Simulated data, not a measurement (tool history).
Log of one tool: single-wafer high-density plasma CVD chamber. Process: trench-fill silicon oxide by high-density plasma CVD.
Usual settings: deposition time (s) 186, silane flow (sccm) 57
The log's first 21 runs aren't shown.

run    hour  deposition time (s)  silane flow (sccm)  wafers since the last listed run  hours since the silane flow controller was replaced  hours since the gauge calibration  read-back reference wafer on the same gauge, thickness_nm  mean film thickness on the monitor wafer (Å)
 22  1604.9                  158                  57                               397                                                371.2                             3101.6                                                   1278.098                                       8829.59
 23  1682.2                  186                  57                               810                                                448.5                             3178.9                                                   1282.060                                      10242.37
 24  1765.2                  164                  48                               869                                                531.5                             3261.9                                                   1280.492                                       7885.35
 25  1828.1                  158                  51                               659                                                594.4                             3324.8                                                   1280.176                                       7945.97
     1897.5  -- silane flow controller replaced, repeated, since the last time left the tool worse
     1901.3  -- gauge calibrated
 26  1907.0                  202                  61                               743                                                  9.5                                5.7                                                   1278.058                                      12515.56
 27  1968.1                  204                  49                               640                                                 70.6                               66.8                                                   1280.408                                      10569.72
 28  2059.5                  222                  67                               957                                                162.0                              158.2                                                   1279.353                                      14838.46
 29  2149.5                  163                  49                               943                                                252.0                              248.2                                                   1282.074                                       8423.80
 30  2234.4                  175                  63                               889                                                336.9                              333.1                                                   1280.346                                      11108.61
 31  2340.8                  172                  57                              1115                                                443.3                              439.5                                                   1280.235                                       9929.36
 32  2410.5                  219                  48                               730                                                513.0                              509.2                                                   1279.516                                      10983.92
 33  2461.7                  186                  57                               536                                                564.2                              560.4                                                   1279.203                                      10729.85
 34  2513.8                  186                  57                               545                                                616.3                              612.5                                                   1279.175                                      10696.44
 35  2596.4                  155                  66                               865                                                698.9                              695.1                                                   1281.356                                      10064.11
 36  2637.2                  186                  57                               427                                                739.7                              735.9                                                   1280.947                                      10707.64
 37  2728.0                  166                  57                               951                                                830.5                              826.7                                                   1279.291                                       9594.07
 38  2806.5                  150                  57                               822                                                909.0                              905.2                                                   1279.402                                       8673.33
 39  2861.4                  156                  65                               575                                                963.9                              960.1                                                   1278.764                                      10046.87
 40  2943.4                  170                  53                               859                                               1045.9                             1042.1                                                   1279.285                                       9238.95
 41  3007.6                  160                  67                               672                                               1110.1                             1106.3                                                   1281.607                                      10525.38

Forecast each of these 4 alternatives for the next run:
  A  3008.1                  186                  54                                 5                                               1110.6                             1106.8                                                          ?                                             ?
  B  3008.1                  212                  65                                 5                                               1110.6                             1106.8                                                          ?                                             ?
  C  3008.1                  174                  62                                 5                                               1110.6                             1106.8                                                          ?                                             ?
  D  3008.1                  186                  65                                 5                                               1110.6                             1106.8                                                          ?                                             ?

run  read-back reference wafer on the same gauge, thickness_nm  mean film thickness on the monitor wafer (Å)
  A                                                   1279.060                                      10296.92
  B                                                   1279.060                                      13724.19
  C                                                   1279.060                                      10819.21
  D                                                   1279.060                                      12041.03
Without the tool's hidden state the same runs would have given:
run  mean film thickness on the monitor wafer (Å)
  A                                      10556.99
  B                                      14070.83
  C                                      11092.48
  D                                      12345.16
